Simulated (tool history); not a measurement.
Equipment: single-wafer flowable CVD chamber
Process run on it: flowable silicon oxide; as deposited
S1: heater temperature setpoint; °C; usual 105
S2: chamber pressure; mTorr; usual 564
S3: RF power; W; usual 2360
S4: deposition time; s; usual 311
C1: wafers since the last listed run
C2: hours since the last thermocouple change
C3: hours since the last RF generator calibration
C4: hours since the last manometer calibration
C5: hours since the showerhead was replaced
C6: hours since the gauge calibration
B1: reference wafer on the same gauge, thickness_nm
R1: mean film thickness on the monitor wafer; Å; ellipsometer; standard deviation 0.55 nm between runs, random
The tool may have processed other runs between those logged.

run	hour	S1	S2	S3	S4	C1	C2	C3	C4	C5	C6	B1	R1
1	0	105	564	2360	311	0	1946	713.1	1775.5	5273.7	19.8	116.003	1206.61
2	17.9	105	564	2360	311	119	1963.9	731	1793.4	5291.6	37.7	116.089	1203.71
3	36.2	105	564	2360	311	122	1982.2	749.3	1811.7	5309.9	56	115.971	1211.93
4	71.7	105	564	2360	311	237	2017.7	784.8	1847.2	5345.4	91.5	115.955	1215.35
5	95.7	105	509	2115	350	160	2041.7	808.8	1871.2	5369.4	115.5	115.848	1203.83
# hour 130.6: showerhead replaced
6	131.1	105	564	2360	311	183	2077.1	844.2	1906.6	0.5	150.9	116.06	1221.24
7	153.2	94	683	2360	254	148	2099.2	866.3	1928.7	22.6	173	115.928	1834.4
8	173.6	105	564	2360	311	136	2119.6	886.7	1949.1	43	193.4	116	1216.14
9	207.1	105	564	2360	277	224	2153.1	920.2	1982.6	76.5	226.9	115.928	1088.95
10	221.3	105	564	2360	311	95	2167.3	934.4	1996.8	90.7	241.1	115.893	1221.61
# hour 249.6: thermocouple changed; heater temperature recalibrated
# hour 258: RF generator calibrated
11	258.5	105	564	2360	311	142	8.9	0.5	2034	127.9	278.3	116.021	1228.55
12	274.6	105	564	2360	311	107	25	16.6	2050.1	144	294.4	116.059	1224.17
13	331.7	105	564	2360	311	382	82.1	73.7	2107.2	201.1	351.5	116.001	1235.79
# hour 361.4: capacitance manometer re-zeroed and calibrated
14	361.9	100	505	2610	288	148	112.3	103.9	0.5	231.3	381.7	116.101	1144
15	370.7	105	657	2360	284	58	121.1	112.7	9.3	240.1	390.5	115.956	1204.31
16	391.5	105	520	2360	370	139	141.9	133.5	30.1	260.9	411.3	116.095	1230.94
17	408.4	105	564	2360	311	113	158.8	150.4	47	277.8	428.2	115.942	1127.27
18	438.5	105	512	2130	311	201	188.9	180.5	77.1	307.9	458.3	115.94	990.39
19	473.6	109	442	2130	311	235	224	215.6	112.2	343	493.4	116.044	750.75
20	488.8	105	564	2360	311	101	239.2	230.8	127.4	358.2	508.6	116.062	1121.63
21	512.4	105	460	2675	331	158	262.8	254.4	151	381.8	532.2	116.009	994.44
22	533.4	120	564	2360	263	140	283.8	275.4	172	402.8	553.2	116.08	561.68
23	558	99	564	2780	327	164	308.4	300	196.6	427.4	577.8	115.954	1516.18
24	603.1	105	564	2360	311	302	353.5	345.1	241.7	472.5	622.9	116.024	1120.27
25	624.9	118	564	2360	311	146	375.3	366.9	263.5	494.3	644.7	116.011	699.07
26	640.3	105	638	2360	311	103	390.7	382.3	278.9	509.7	660.1	116.007	1278.08
27	656.3	105	476	2360	311	107	406.7	398.3	294.9	525.7	676.1	116.028	960.36
28	681	97	564	2360	311	165	431.4	423	319.6	550.4	700.8	115.962	1522.09

Below are 4 alternative next runs, each starting from the tool's condition after run 28. Predict each:
A	681.5	105	564	2540	311	3	431.9	423.5	320.1	550.9	701.3	?	?
B	681.5	105	564	2360	350	3	431.9	423.5	320.1	550.9	701.3	?	?
C	681.5	97	624	2650	339	3	431.9	423.5	320.1	550.9	701.3	?	?
D	681.5	105	601	2360	277	3	431.9	423.5	320.1	550.9	701.3	?	?

run	B1	R1
A	115.997	1134.15
B	115.997	1260.43
C	115.997	1864.71
D	115.997	1063.61
Without the tool's unlogged condition, the same runs would have read:
run	R1
A	1121.91
B	1246.83
C	1844.59
D	1052.13

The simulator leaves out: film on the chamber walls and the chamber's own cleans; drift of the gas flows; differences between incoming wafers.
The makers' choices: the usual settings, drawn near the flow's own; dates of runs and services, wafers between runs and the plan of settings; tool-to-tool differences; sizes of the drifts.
